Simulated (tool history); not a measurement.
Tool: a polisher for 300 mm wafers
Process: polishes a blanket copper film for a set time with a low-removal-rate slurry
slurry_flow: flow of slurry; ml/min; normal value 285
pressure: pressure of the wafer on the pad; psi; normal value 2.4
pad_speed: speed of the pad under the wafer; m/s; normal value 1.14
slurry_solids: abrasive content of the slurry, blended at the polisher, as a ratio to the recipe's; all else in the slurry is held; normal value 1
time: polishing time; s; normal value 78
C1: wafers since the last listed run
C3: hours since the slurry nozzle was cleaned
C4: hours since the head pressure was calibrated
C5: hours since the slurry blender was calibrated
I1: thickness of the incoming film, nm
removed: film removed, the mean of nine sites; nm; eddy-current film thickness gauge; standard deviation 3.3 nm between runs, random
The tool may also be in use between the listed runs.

{"run": 1, "hour": 0.0, "slurry_flow": 285, "pressure": 2.4, "pad_speed": 1.14, "slurry_solids": 1, "time": 78, "C1": 0, "wafers polished on this pad": 3436, "C3": 599.2, "C4": 627.9, "C5": 263.4, "I1": 1068, "removed": 212.6}
{"run": 2, "hour": 48.5, "slurry_flow": 285, "pressure": 2.4, "pad_speed": 1.14, "slurry_solids": 1, "time": 78, "C1": 396, "wafers polished on this pad": 3832, "C3": 647.7, "C4": 676.4, "C5": 311.9, "I1": 1078.6, "removed": 205.6}
{"hour": 75.3, "done": "worn pad replaced by a new one"}
{"run": 3, "hour": 98.3, "slurry_flow": 255, "pressure": 3, "pad_speed": 1.14, "slurry_solids": 1, "time": 78, "C1": 374, "wafers polished on this pad": 188, "C3": 697.5, "C4": 726.2, "C5": 361.7, "I1": 1045.3, "removed": 294.1}
{"run": 4, "hour": 153.0, "slurry_flow": 255, "pressure": 3, "pad_speed": 1.14, "slurry_solids": 1, "time": 78, "C1": 447, "wafers polished on this pad": 635, "C3": 752.2, "C4": 780.9, "C5": 416.4, "I1": 1072.7, "removed": 284.4}
{"hour": 162.8, "done": "slurry nozzle cleaned"}
{"hour": 204.3, "done": "slurry blender recalibrated"}
{"run": 5, "hour": 315.9, "slurry_flow": 285, "pressure": 2.4, "pad_speed": 1.14, "slurry_solids": 1, "time": 78, "C1": 1306, "wafers polished on this pad": 1941, "C3": 153.1, "C4": 943.8, "C5": 111.6, "I1": 1069.2, "removed": 226.4}
{"run": 6, "hour": 373.6, "slurry_flow": 285, "pressure": 2.4, "pad_speed": 1.14, "slurry_solids": 1, "time": 78, "C1": 471, "wafers polished on this pad": 2413, "C3": 210.8, "C4": 1001.5, "C5": 169.3, "I1": 1060.5, "removed": 224.8}
{"run": 7, "hour": 430.5, "slurry_flow": 285, "pressure": 2.4, "pad_speed": 1.14, "slurry_solids": 1, "time": 78, "C1": 465, "wafers polished on this pad": 2878, "C3": 267.7, "C4": 1058.4, "C5": 226.2, "I1": 1078.8, "removed": 215.8}
{"run": 8, "hour": 481.3, "slurry_flow": 285, "pressure": 2.4, "pad_speed": 1.14, "slurry_solids": 1, "time": 78, "C1": 415, "wafers polished on this pad": 3293, "C3": 318.5, "C4": 1109.2, "C5": 277, "I1": 1069.7, "removed": 211.9}
{"run": 9, "hour": 542.8, "slurry_flow": 200, "pressure": 2.4, "pad_speed": 0.84, "slurry_solids": 1.15, "time": 78, "C1": 502, "wafers polished on this pad": 3796, "C3": 380, "C4": 1170.7, "C5": 338.5, "I1": 1078.2, "removed": 157.8}
{"hour": 598.0, "done": "worn pad replaced by a new one"}
{"run": 10, "hour": 598.8, "slurry_flow": 345, "pressure": 2, "pad_speed": 1.14, "slurry_solids": 1, "time": 78, "C1": 424, "wafers polished on this pad": 6, "C3": 436, "C4": 1226.7, "C5": 394.5, "I1": 1074, "removed": 193}
{"hour": 610.9, "done": "slurry blender recalibrated"}
{"run": 11, "hour": 662.7, "slurry_flow": 285, "pressure": 2.4, "pad_speed": 1.14, "slurry_solids": 1, "time": 78, "C1": 505, "wafers polished on this pad": 512, "C3": 499.9, "C4": 1290.6, "C5": 51.8, "I1": 1080.2, "removed": 237.1}
{"run": 12, "hour": 727.0, "slurry_flow": 365, "pressure": 2.4, "pad_speed": 1.14, "slurry_solids": 0.9, "time": 78, "C1": 525, "wafers polished on this pad": 1038, "C3": 564.2, "C4": 1354.9, "C5": 116.1, "I1": 1078.8, "removed": 225.4}
{"run": 13, "hour": 761.4, "slurry_flow": 285, "pressure": 3.1, "pad_speed": 1.14, "slurry_solids": 1.3, "time": 78, "C1": 281, "wafers polished on this pad": 1319, "C3": 598.6, "C4": 1389.3, "C5": 150.5, "I1": 1090.1, "removed": 320}
{"run": 14, "hour": 804.4, "slurry_flow": 355, "pressure": 2.9, "pad_speed": 1.14, "slurry_solids": 1, "time": 103, "C1": 351, "wafers polished on this pad": 1670, "C3": 641.6, "C4": 1432.3, "C5": 193.5, "I1": 1073.8, "removed": 372.7}
{"hour": 843.2, "done": "head pressure recalibrated"}
{"run": 15, "hour": 853.5, "slurry_flow": 340, "pressure": 2.4, "pad_speed": 0.96, "slurry_solids": 0.85, "time": 78, "C1": 384, "wafers polished on this pad": 2055, "C3": 690.7, "C4": 10.3, "C5": 242.6, "I1": 1051.4, "removed": 186.4}
{"run": 16, "hour": 912.1, "slurry_flow": 315, "pressure": 2.4, "pad_speed": 1.14, "slurry_solids": 1, "time": 78, "C1": 478, "wafers polished on this pad": 2534, "C3": 749.3, "C4": 68.9, "C5": 301.2, "I1": 1058.7, "removed": 222.6}
{"hour": 994.9, "done": "slurry nozzle cleaned"}
{"hour": 1043.4, "done": "slurry blender recalibrated"}
{"run": 17, "hour": 1056.3, "slurry_flow": 285, "pressure": 3.1, "pad_speed": 1.04, "slurry_solids": 0.85, "time": 93, "C1": 1153, "wafers polished on this pad": 3688, "C3": 61.4, "C4": 213.1, "C5": 12.9, "I1": 1071.1, "removed": 274.7}
{"run": 18, "hour": 1099.1, "slurry_flow": 225, "pressure": 2.4, "pad_speed": 1.14, "slurry_solids": 1, "time": 78, "C1": 349, "wafers polished on this pad": 4038, "C3": 104.2, "C4": 255.9, "C5": 55.7, "I1": 1077.8, "removed": 194.7}
{"hour": 1108.2, "done": "worn pad replaced by a new one"}
{"run": 19, "hour": 1155.7, "slurry_flow": 285, "pressure": 2.4, "pad_speed": 1.14, "slurry_solids": 1, "time": 78, "C1": 429, "wafers polished on this pad": 387, "C3": 160.8, "C4": 312.5, "C5": 112.3, "I1": 1069.5, "removed": 232.1}
{"run": 20, "hour": 1206.0, "slurry_flow": 335, "pressure": 1.8, "pad_speed": 1.5, "slurry_solids": 1, "time": 78, "C1": 411, "wafers polished on this pad": 798, "C3": 211.1, "C4": 362.8, "C5": 162.6, "I1": 1054.3, "removed": 230.1}
{"run": 21, "hour": 1251.6, "slurry_flow": 285, "pressure": 1.8, "pad_speed": 0.76, "slurry_solids": 0.75, "time": 78, "C1": 372, "wafers polished on this pad": 1171, "C3": 256.7, "C4": 408.4, "C5": 208.2, "I1": 1062.3, "removed": 110.5}
{"run": 22, "hour": 1279.6, "slurry_flow": 285, "pressure": 1.7, "pad_speed": 1.3, "slurry_solids": 1, "time": 78, "C1": 228, "wafers polished on this pad": 1400, "C3": 284.7, "C4": 436.4, "C5": 236.2, "I1": 1079.7, "removed": 188.9}
{"run": 23, "hour": 1351.2, "slurry_flow": 225, "pressure": 1.9, "pad_speed": 1.4, "slurry_solids": 1, "time": 65, "C1": 585, "wafers polished on this pad": 1985, "C3": 356.3, "C4": 508, "C5": 307.8, "I1": 1073.9, "removed": 175.8}
{"run": 24, "hour": 1394.5, "slurry_flow": 285, "pressure": 1.8, "pad_speed": 1.14, "slurry_solids": 1, "time": 70, "C1": 353, "wafers polished on this pad": 2339, "C3": 399.6, "C4": 551.3, "C5": 351.1, "I1": 1064.4, "removed": 153.5}
{"run": 25, "hour": 1430.0, "slurry_flow": 285, "pressure": 2.4, "pad_speed": 1.32, "slurry_solids": 0.85, "time": 78, "C1": 290, "wafers polished on this pad": 2629, "C3": 435.1, "C4": 586.8, "C5": 386.6, "I1": 1077.7, "removed": 243.5}
{"hour": 1449.5, "done": "slurry blender recalibrated"}
{"run": 26, "hour": 1474.2, "slurry_flow": 285, "pressure": 2.4, "pad_speed": 1.14, "slurry_solids": 1, "time": 78, "C1": 344, "wafers polished on this pad": 2974, "C3": 479.3, "C4": 631, "C5": 24.7, "I1": 1067.7, "removed": 219.7}
{"run": 27, "hour": 1514.0, "slurry_flow": 285, "pressure": 2.4, "pad_speed": 1.14, "slurry_solids": 1, "time": 78, "C1": 325, "wafers polished on this pad": 3299, "C3": 519.1, "C4": 670.8, "C5": 64.5, "I1": 1062.3, "removed": 208.8}
{"run": 28, "hour": 1555.6, "slurry_flow": 285, "pressure": 2.4, "pad_speed": 1.14, "slurry_solids": 1.3, "time": 78, "C1": 339, "wafers polished on this pad": 3639, "C3": 560.7, "C4": 712.4, "C5": 106.1, "I1": 1082.4, "removed": 226.9}
{"run": 29, "hour": 1585.0, "slurry_flow": 285, "pressure": 2.4, "pad_speed": 1.14, "slurry_solids": 1, "time": 78, "C1": 240, "wafers polished on this pad": 3879, "C3": 590.1, "C4": 741.8, "C5": 135.5, "I1": 1068.1, "removed": 199.6}
{"run": 30, "hour": 1610.5, "slurry_flow": 285, "pressure": 2.4, "pad_speed": 1.14, "slurry_solids": 1, "time": 78, "C1": 208, "wafers polished on this pad": 4088, "C3": 615.6, "C4": 767.3, "C5": 161, "I1": 1056.4, "removed": 204.9}

How the hidden state differs across the entries between the runs, from the last listed run before each to the first after it:
Between runs 2 and 3: worn pad replaced by a new one (hour 75.3)
  removal rate lost through wear of the pad, %: 14 -> 1.13
  measured less the result without the state, removed: -33.5 -> -3.3 nm
Between runs 4 and 5: slurry nozzle cleaned (hour 162.8); slurry blender recalibrated (hour 204.3)
  removal rate lost through wear of the pad, %: 1.43 -> 4.25
  measured less the result without the state, removed: -4.1 -> -10.1 nm
Between runs 9 and 10: worn pad replaced by a new one (hour 598)
  removal rate lost through wear of the pad, %: 13 -> 1.11
  measured less the result without the state, removed: -23.5 -> -2.2 nm
Between runs 10 and 11: slurry blender recalibrated (hour 610.9)
  removal rate lost through wear of the pad, %: 1.11 -> 1.34
  measured less the result without the state, removed: -2.2 -> -3.2 nm
Between runs 14 and 15: head pressure recalibrated (hour 843.2)
  removal rate lost through wear of the pad, %: 3.43 -> 4.66
  measured less the result without the state, removed: -13.2 -> -9.1 nm
Between runs 16 and 17: slurry nozzle cleaned (hour 994.9); slurry blender recalibrated (hour 1043.4)
  removal rate lost through wear of the pad, %: 6.48 -> 12.5
  measured less the result without the state, removed: -15.4 -> -39.4 nm
Between runs 18 and 19: worn pad replaced by a new one (hour 1108.2)
  removal rate lost through wear of the pad, %: 14.8 -> 1.09
  measured less the result without the state, removed: -33.7 -> -2.6 nm
Between runs 25 and 26: slurry blender recalibrated (hour 1449.5)
  removal rate lost through wear of the pad, %: 6.6 -> 8.25
  measured less the result without the state, removed: -17.2 -> -19.8 nm

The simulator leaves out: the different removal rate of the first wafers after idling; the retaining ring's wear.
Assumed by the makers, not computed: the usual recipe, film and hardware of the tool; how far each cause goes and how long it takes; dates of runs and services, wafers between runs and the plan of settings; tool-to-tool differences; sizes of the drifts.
